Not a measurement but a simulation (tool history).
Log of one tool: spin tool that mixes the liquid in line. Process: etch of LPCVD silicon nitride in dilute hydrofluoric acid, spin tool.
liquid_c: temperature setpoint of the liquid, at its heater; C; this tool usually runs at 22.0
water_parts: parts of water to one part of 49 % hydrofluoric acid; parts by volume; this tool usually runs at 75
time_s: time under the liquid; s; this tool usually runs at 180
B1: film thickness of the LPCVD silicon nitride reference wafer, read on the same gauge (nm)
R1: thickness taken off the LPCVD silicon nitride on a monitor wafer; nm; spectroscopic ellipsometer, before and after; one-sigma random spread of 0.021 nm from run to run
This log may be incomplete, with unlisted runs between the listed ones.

{"run": 1, "hour": 0.0, "liquid_c": 22.0, "water_parts": 75, "time_s": 180, "B1": 70.019, "R1": 1.057}
{"run": 2, "hour": 11.4, "liquid_c": 22.0, "water_parts": 75, "time_s": 180, "B1": 70.022, "R1": 1.022}
{"run": 3, "hour": 22.0, "liquid_c": 22.0, "water_parts": 75, "time_s": 180, "B1": 70.004, "R1": 1.049}
{"run": 4, "hour": 38.6, "liquid_c": 22.0, "water_parts": 75, "time_s": 180, "B1": 69.991, "R1": 1.063}
{"run": 5, "hour": 54.5, "liquid_c": 22.0, "water_parts": 75, "time_s": 180, "B1": 70.007, "R1": 1.031}
{"run": 6, "hour": 66.6, "liquid_c": 22.0, "water_parts": 75, "time_s": 180, "B1": 70.012, "R1": 1.036}
{"run": 7, "hour": 72.8, "liquid_c": 22.0, "water_parts": 75, "time_s": 180, "B1": 70.028, "R1": 1.044}
{"run": 8, "hour": 85.9, "liquid_c": 22.0, "water_parts": 75, "time_s": 155, "B1": 70.007, "R1": 0.917}
{"run": 9, "hour": 93.3, "liquid_c": 22.0, "water_parts": 75, "time_s": 155, "B1": 69.983, "R1": 0.873}
{"run": 10, "hour": 100.5, "liquid_c": 22.0, "water_parts": 75, "time_s": 180, "B1": 70.004, "R1": 1.049}
{"run": 11, "hour": 111.7, "liquid_c": 22.0, "water_parts": 75, "time_s": 180, "B1": 70.011, "R1": 1.051}
{"run": 12, "hour": 121.7, "liquid_c": 22.0, "water_parts": 75, "time_s": 180, "B1": 70.028, "R1": 1.05}
{"run": 13, "hour": 137.1, "liquid_c": 22.0, "water_parts": 75, "time_s": 180, "B1": 70.014, "R1": 1.0}
{"run": 14, "hour": 151.8, "liquid_c": 22.0, "water_parts": 75, "time_s": 180, "B1": 69.99, "R1": 1.047}
{"run": 15, "hour": 158.6, "liquid_c": 22.0, "water_parts": 75, "time_s": 180, "B1": 69.986, "R1": 1.024}
{"run": 16, "hour": 169.7, "liquid_c": 26.0, "water_parts": 45, "time_s": 230, "B1": 69.996, "R1": 2.804}
{"hour": 172.2, "done": "thermometer replaced"}
{"run": 17, "hour": 177.3, "liquid_c": 22.0, "water_parts": 75, "time_s": 260, "B1": 69.991, "R1": 1.488}
{"hour": 203.5, "done": "gauge calibrated"}
{"run": 18, "hour": 215.6, "liquid_c": 22.0, "water_parts": 75, "time_s": 180, "B1": 69.989, "R1": 1.013}
{"run": 19, "hour": 237.6, "liquid_c": 23.5, "water_parts": 75, "time_s": 90, "B1": 70.026, "R1": 0.56}
{"run": 20, "hour": 286.6, "liquid_c": 22.0, "water_parts": 75, "time_s": 180, "B1": 69.989, "R1": 1.011}
{"hour": 295.4, "done": "hydrofluoric acid flow meter replaced"}
{"run": 21, "hour": 304.6, "liquid_c": 22.0, "water_parts": 75, "time_s": 155, "B1": 69.965, "R1": 0.954}
{"run": 22, "hour": 320.5, "liquid_c": 22.0, "water_parts": 75, "time_s": 180, "B1": 70.003, "R1": 1.125}
{"run": 23, "hour": 330.4, "liquid_c": 22.0, "water_parts": 75, "time_s": 125, "B1": 70.003, "R1": 0.769}
{"run": 24, "hour": 341.4, "liquid_c": 25.5, "water_parts": 45, "time_s": 70, "B1": 69.985, "R1": 0.914}
{"run": 25, "hour": 353.5, "liquid_c": 22.0, "water_parts": 75, "time_s": 265, "B1": 70.017, "R1": 1.648}
{"run": 26, "hour": 363.8, "liquid_c": 25.5, "water_parts": 75, "time_s": 220, "B1": 70.007, "R1": 1.698}
{"run": 27, "hour": 377.8, "liquid_c": 19.5, "water_parts": 75, "time_s": 110, "B1": 70.025, "R1": 0.556}
{"run": 28, "hour": 384.1, "liquid_c": 22.0, "water_parts": 110, "time_s": 95, "B1": 69.981, "R1": 0.394}
{"run": 29, "hour": 391.9, "liquid_c": 22.0, "water_parts": 75, "time_s": 180, "B1": 70.007, "R1": 1.106}

What if the next run were any one of these 3? Each begins from the tool's condition after run 29:
{"run": "A", "hour": 392.4, "liquid_c": 22.0, "water_parts": 75, "time_s": 180, "B1": "?", "R1": "?"}
{"run": "B", "hour": 392.4, "liquid_c": 22.0, "water_parts": 115, "time_s": 115, "B1": "?", "R1": "?"}
{"run": "C", "hour": 392.4, "liquid_c": 18.0, "water_parts": 110, "time_s": 180, "B1": "?", "R1": "?"}

run=A B1=70.012 R1=1.092
run=B B1=70.012 R1=0.458
run=C B1=70.012 R1=0.572
With no hidden state in the tool, these same runs would have given:
run=A R1=1.110
run=B R1=0.466
run=C R1=0.581
